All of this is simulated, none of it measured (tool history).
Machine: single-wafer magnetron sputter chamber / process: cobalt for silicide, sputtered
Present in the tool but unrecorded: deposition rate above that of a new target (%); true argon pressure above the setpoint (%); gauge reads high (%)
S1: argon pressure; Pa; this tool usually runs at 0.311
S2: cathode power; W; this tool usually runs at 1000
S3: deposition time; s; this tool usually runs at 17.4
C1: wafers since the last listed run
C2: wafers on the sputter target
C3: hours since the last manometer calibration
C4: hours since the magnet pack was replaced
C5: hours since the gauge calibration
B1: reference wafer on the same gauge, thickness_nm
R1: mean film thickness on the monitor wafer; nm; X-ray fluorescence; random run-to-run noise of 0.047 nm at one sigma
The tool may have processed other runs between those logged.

Run 1, hour 0.0: usual settings; C1 0; C2 1170; C3 1413.7; C4 6343.8; C5 467.2; B1 9.861. Result: R1 9.006 nm.
At hour 38.9: capacitance manometer re-zeroed and calibrated.
Run 2, hour 60.3: usual settings but S3 20.0 s; C1 991; C2 2162; C3 21.4; C4 6404.1; C5 527.5; B1 9.836. Result: R1 10.303 nm.
Run 3, hour 120.6: usual settings but S3 20.0 s; C1 1143; C2 3305; C3 81.7; C4 6464.4; C5 587.8; B1 9.827. Result: R1 10.264 nm.
Run 4, hour 189.8: usual settings but S2 900 W; C1 1311; C2 4617; C3 150.9; C4 6533.6; C5 657.0; B1 9.808. Result: R1 8.096 nm.
At hour 243.6: sputter target and shields replaced.
Run 5, hour 274.0: usual settings but S3 14.9 s; C1 1444; C2 577; C3 235.1; C4 6617.8; C5 741.2; B1 9.818. Result: R1 7.662 nm.
Run 6, hour 513.9: usual settings; C1 4548; C2 5125; C3 475.0; C4 6857.7; C5 981.1; B1 9.740. Result: R1 8.994 nm.
At hour 548.1: sputter target and shields replaced.
At hour 618.7: magnet pack replaced.
Run 7, hour 619.2: usual settings; C1 1693; C2 1195; C3 580.3; C4 0.5; C5 1086.4; B1 9.708. Result: R1 8.912 nm.
Run 8, hour 702.3: usual settings; C1 1575; C2 2771; C3 663.4; C4 83.6; C5 1169.5; B1 9.673. Result: R1 8.857 nm.
At hour 843.4: sputter target and shields replaced.
Run 9, hour 908.8: usual settings; C1 3763; C2 1239; C3 869.9; C4 290.1; C5 1376.0; B1 9.640. Result: R1 8.806 nm.
Run 10, hour 968.4: usual settings but S1 0.376 Pa, S3 20.1 s; C1 1129; C2 2369; C3 929.5; C4 349.7; C5 1435.6; B1 9.612. Result: R1 10.021 nm.
Run 11, hour 1008.1: usual settings; C1 752; C2 3121; C3 969.2; C4 389.4; C5 1475.3; B1 9.594. Result: R1 8.848 nm.
Run 12, hour 1089.0: usual settings but S3 20.0 s; C1 1533; C2 4655; C3 1050.1; C4 470.3; C5 1556.2; B1 9.564. Result: R1 10.027 nm.
Run 13, hour 1138.2: usual settings but S1 0.352 Pa, S3 14.1 s; C1 932; C2 5588; C3 1099.3; C4 519.5; C5 1605.4; B1 9.534. Result: R1 7.002 nm.
At hour 1148.6: gauge calibrated.
At hour 1197.6: sputter target and shields replaced.
Run 14, hour 1241.2: usual settings; C1 1801; C2 827; C3 1202.3; C4 622.5; C5 92.6; B1 9.922. Result: R1 9.198 nm.
At hour 1305.8: capacitance manometer re-zeroed and calibrated.
Run 15, hour 1348.5: usual settings but S1 0.252 Pa, S2 1200 W, S3 20.4 s; C1 1882; C2 2709; C3 42.7; C4 729.8; C5 199.9; B1 9.954. Result: R1 13.005 nm.
Run 16, hour 1453.6: usual settings but S1 0.220 Pa, S3 15.5 s; C1 1992; C2 4702; C3 147.8; C4 834.9; C5 305.0; B1 9.938. Result: R1 8.484 nm.
At hour 1505.4: sputter target and shields replaced.
Run 17, hour 1535.9: usual settings but S1 0.390 Pa, S2 1200 W; C1 1408; C2 577; C3 230.1; C4 917.2; C5 387.3; B1 9.926. Result: R1 10.526 nm.
Run 18, hour 1641.1: usual settings but S1 0.200 Pa, S2 750 W, S3 14.4 s; C1 1994; C2 2572; C3 335.3; C4 1022.4; C5 492.5; B1 9.936. Result: R1 6.001 nm.

Below are 4 alternative next runs, each starting from the tool's condition after run 18. Predict each:
Run A, hour 1641.5: usual settings but S2 800 W; C1 7; C2 2579; C3 335.7; C4 1022.8; C5 492.9; B1 ?. Result: R1 ?.
Run B, hour 1641.5: usual settings but S1 0.379 Pa; C1 7; C2 2579; C3 335.7; C4 1022.8; C5 492.9; B1 ?. Result: R1 ?.
Run C, hour 1641.5: usual settings but S1 0.220 Pa, S2 850 W, S3 19.3 s; C1 7; C2 2579; C3 335.7; C4 1022.8; C5 492.9; B1 ?. Result: R1 ?.
Run D, hour 1641.5: usual settings but S1 0.394 Pa, S2 1200 W; C1 7; C2 2579; C3 335.7; C4 1022.8; C5 492.9; B1 ?. Result: R1 ?.

run     B1      R1
  A  9.933   7.459
  B  9.933   8.927
  C  9.933   9.072
  D  9.933  10.530
The same runs, with their run-to-run variation unchanged, on a tool lacking any hidden condition would have given:
run      R1
  A   7.448
  B   8.914
  C   9.059
  D  10.515
